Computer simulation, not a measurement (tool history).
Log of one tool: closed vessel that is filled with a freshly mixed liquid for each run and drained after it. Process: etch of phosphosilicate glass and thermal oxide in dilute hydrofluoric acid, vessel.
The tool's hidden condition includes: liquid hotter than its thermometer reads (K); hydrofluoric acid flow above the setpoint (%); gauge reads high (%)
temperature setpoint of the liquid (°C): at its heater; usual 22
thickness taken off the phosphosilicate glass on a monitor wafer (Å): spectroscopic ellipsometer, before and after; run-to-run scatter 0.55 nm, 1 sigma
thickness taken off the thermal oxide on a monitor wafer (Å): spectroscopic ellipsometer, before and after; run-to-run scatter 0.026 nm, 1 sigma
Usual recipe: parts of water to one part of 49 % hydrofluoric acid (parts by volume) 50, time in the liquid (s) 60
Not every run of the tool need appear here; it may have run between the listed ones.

run     day  temperature setpoint of the liquid (°C)  parts of water to one part of 49 % hydrofluoric acid (parts by volume)  time in the liquid (s)  wafers since the last listed run  hours since the thermometer was replaced  hours since the hydrofluoric acid flow meter was replaced  hours since the gauge calibration  read-back film thickness of the phosphosilicate glass reference wafer, read on the same gauge (nm)  read-back film thickness of the thermal oxide reference wafer, read on the same gauge (nm)  thickness taken off the phosphosilicate glass on a monitor wafer (Å)  thickness taken off the thermal oxide on a monitor wafer (Å)
  1       0                                       25                                                                      40                      70                                 0                                      20.9                                                       72.7                              504.9                                                                                               30.03                                                                                       50.01                                                                1426.8                                                         101.2
  2   0.679                                       22                                                                      50                      60                              1234                                      37.2                                                         89                              521.2                                                                                                  30                                                                                       49.95                                                                 852.8                                                          59.8
  3   1.429                                       22                                                                      50                      75                              1363                                      55.2                                                        107                              539.2                                                                                               30.02                                                                                       50.01                                                                1089.4                                                          75.2
  4   2.879                                       22                                                                      50                      60                              2635                                        90                                                      141.8                                574                                                                                               30.01                                                                                          50                                                                   848                                                          60.2
  5   4.325                                       20                                                                      50                      70                              2627                                     124.7                                                      176.5                              608.7                                                                                                  30                                                                                       50.01                                                                 932.8                                                          64.1
  6   4.983                                     25.5                                                                      30                      60                              1196                                     140.5                                                      192.3                              624.5                                                                                               30.01                                                                                       50.03                                                                1690.1                                                         119.8
  7   5.525                                       22                                                                      50                      60                               984                                     153.5                                                      205.3                              637.5                                                                                               30.02                                                                                       50.01                                                                 863.8                                                          60.7
      6.088  -- hydrofluoric acid flow meter replaced, repeated, since the last time left the tool worse
  8     6.5                                     18.5                                                                      55                      85                              1696                                     176.9                                                        9.9                              660.9                                                                                               30.03                                                                                       49.99                                                                   813                                                            57
  9   7.933                                       22                                                                      50                      60                              2604                                     211.3                                                       44.3                              695.3                                                                                               30.01                                                                                          50                                                                 745.3                                                            52
 10   8.888                                       22                                                                      50                      60                              1734                                     234.2                                                       67.2                              718.2                                                                                               29.97                                                                                       49.98                                                                 740.5                                                          52.2
 11  10.383                                     23.5                                                                      40                      60                              2718                                     270.1                                                      103.1                              754.1                                                                                               29.98                                                                                       49.95                                                                1010.1                                                          70.5
 12  10.892                                       22                                                                      50                      45                               923                                     282.3                                                      115.3                              766.3                                                                                                  30                                                                                       49.99                                                                 563.1                                                            39
 13  11.804                                     20.5                                                                      35                      80                              1658                                     304.2                                                      137.2                              788.2                                                                                               29.98                                                                                       50.03                                                                1373.2                                                          94.4
     12.012  -- gauge calibrated
 14  12.538                                       22                                                                      55                      60                              1332                                     321.8                                                      154.8                               12.6                                                                                               29.99                                                                                       50.02                                                                 676.7                                                          47.3
 15  15.888                                       26                                                                      50                      60                              6088                                     402.2                                                      235.2                                 93                                                                                               29.98                                                                                       50.04                                                                 879.7                                                          62.5
 16  16.471                                       25                                                                      30                      30                              1060                                     416.2                                                      249.2                                107                                                                                               30.02                                                                                       49.99                                                                 729.2                                                          51.1
 17  20.796                                       22                                                                      50                      40                              7860                                       520                                                        353                              210.8                                                                                               30.01                                                                                       49.98                                                                 503.3                                                          35.3
 18  22.017                                     17.5                                                                      40                      30                              2218                                     549.3                                                      382.3                              240.1                                                                                               29.99                                                                                       50.02                                                                 398.5                                                          27.9
 19  22.633                                       27                                                                      45                      35                              1120                                     564.1                                                      397.1                              254.9                                                                                               29.99                                                                                          50                                                                 613.9                                                          42.6
 20  24.038                                     23.5                                                                      60                      60                              2551                                     597.8                                                      430.8                              288.6                                                                                               30.01                                                                                          50                                                                 667.5                                                          46.9
 21  24.833                                       22                                                                      75                      60                              1446                                     616.9                                                      449.9                              307.7                                                                                               29.97                                                                                       49.99                                                                 494.9                                                          34.7
 22  26.246                                       22                                                                      60                      45                              2567                                     650.8                                                      483.8                              341.6                                                                                               29.98                                                                                       50.01                                                                   475                                                          33.2
 23  27.212                                     25.5                                                                      55                      30                              1756                                       674                                                        507                              364.8                                                                                               29.99                                                                                       50.02                                                                   401                                                          28.1
 24    28.6                                     24.5                                                                      50                      30                              2521                                     707.3                                                      540.3                              398.1                                                                                               30.03                                                                                       49.99                                                                 434.2                                                          29.9
 25  29.317                                     23.5                                                                      65                      90                              1302                                     724.5                                                      557.5                              415.3                                                                                               30.03                                                                                       50.04                                                                 931.4                                                          65.4

How would selected steps in thickness taken off the phosphosilicate glass on a monitor wafer (Å) from run to run divide? Give the signed amount a tool lacking its hidden state would still show from settings, what came in and random variation, and the signed amount left for the hidden state, including any gauge scatter that is not in both of the compared results.
Run 6 -> 7: temperature setpoint of the liquid (°C) 25.5 -> 22, parts of water to one part of 49 % hydrofluoric acid (parts by volume) 30 -> 50. thickness taken off the phosphosilicate glass on a monitor wafer (Å) -826.3: hidden state -111.7, all else -714.6.
Run 7 -> 8: temperature setpoint of the liquid (°C) 22 -> 18.5, parts of water to one part of 49 % hydrofluoric acid (parts by volume) 50 -> 55, time in the liquid (s) 60 -> 85, hydrofluoric acid flow meter replaced, repeated, since the last time left the tool worse. thickness taken off the phosphosilicate glass on a monitor wafer (Å) -50.8: hidden state -121.7, all else +70.9.
Run 12 -> 13: temperature setpoint of the liquid (°C) 22 -> 20.5, parts of water to one part of 49 % hydrofluoric acid (parts by volume) 50 -> 35, time in the liquid (s) 45 -> 80. thickness taken off the phosphosilicate glass on a monitor wafer (Å) +810.1: hidden state +9.4, all else +800.7.
